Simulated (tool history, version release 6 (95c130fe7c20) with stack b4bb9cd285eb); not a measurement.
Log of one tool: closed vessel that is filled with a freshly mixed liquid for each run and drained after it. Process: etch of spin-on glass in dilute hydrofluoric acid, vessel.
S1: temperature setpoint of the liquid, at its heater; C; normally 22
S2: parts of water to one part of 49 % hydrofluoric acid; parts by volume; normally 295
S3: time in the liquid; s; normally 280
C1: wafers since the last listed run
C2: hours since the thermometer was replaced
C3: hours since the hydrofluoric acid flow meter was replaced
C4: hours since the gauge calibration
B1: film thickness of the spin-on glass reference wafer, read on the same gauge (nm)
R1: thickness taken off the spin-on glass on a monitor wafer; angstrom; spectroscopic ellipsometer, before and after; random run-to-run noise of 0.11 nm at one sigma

run	hour	S1	S2	S3	C1	C2	C3	C4	B1	R1
1	0	22	295	280	0	1246.3	333	49.1	100.01	233.5
2	9.2	22	295	280	668	1255.5	342.2	58.3	100.02	235.2
3	26.5	22	295	205	1257	1272.8	359.5	75.6	100.03	172.6
4	40.6	22	295	280	1025	1286.9	373.6	89.7	100.01	233
5	48.3	22	295	280	559	1294.6	381.3	97.4	99.99	234.4
6	56.9	22	295	280	625	1303.2	389.9	106	99.99	238.2
7	82.4	22	295	280	1853	1328.7	415.4	131.5	99.97	235.3
8	90.4	22	295	280	581	1336.7	423.4	139.5	100.04	236.8
9	98.7	22	295	280	603	1345	431.7	147.8	100.02	236.1
# hour 109.7: thermometer replaced
10	110.3	22	295	280	770	0.6	443.3	159.4	99.98	217.8
11	118.1	22	295	280	567	8.4	451.1	167.2	99.94	215.4
# hour 135: hydrofluoric acid flow meter replaced
12	171.1	22	295	280	3780	61.4	36.1	220.2	100.02	218.4
13	184.8	22	295	280	996	75.1	49.8	233.9	100	218.1
14	193	18	295	225	596	83.3	58	242.1	100.01	151.6

What does the tool deliver on the next run?
15	205.7	17.5	340	230	923	96	70.7	254.8	?	?

B1: 99.97
R1: 126.6 angstrom
If the tool had no hidden condition, the same run with the same run-to-run variation would have returned R1 124.8 angstrom.
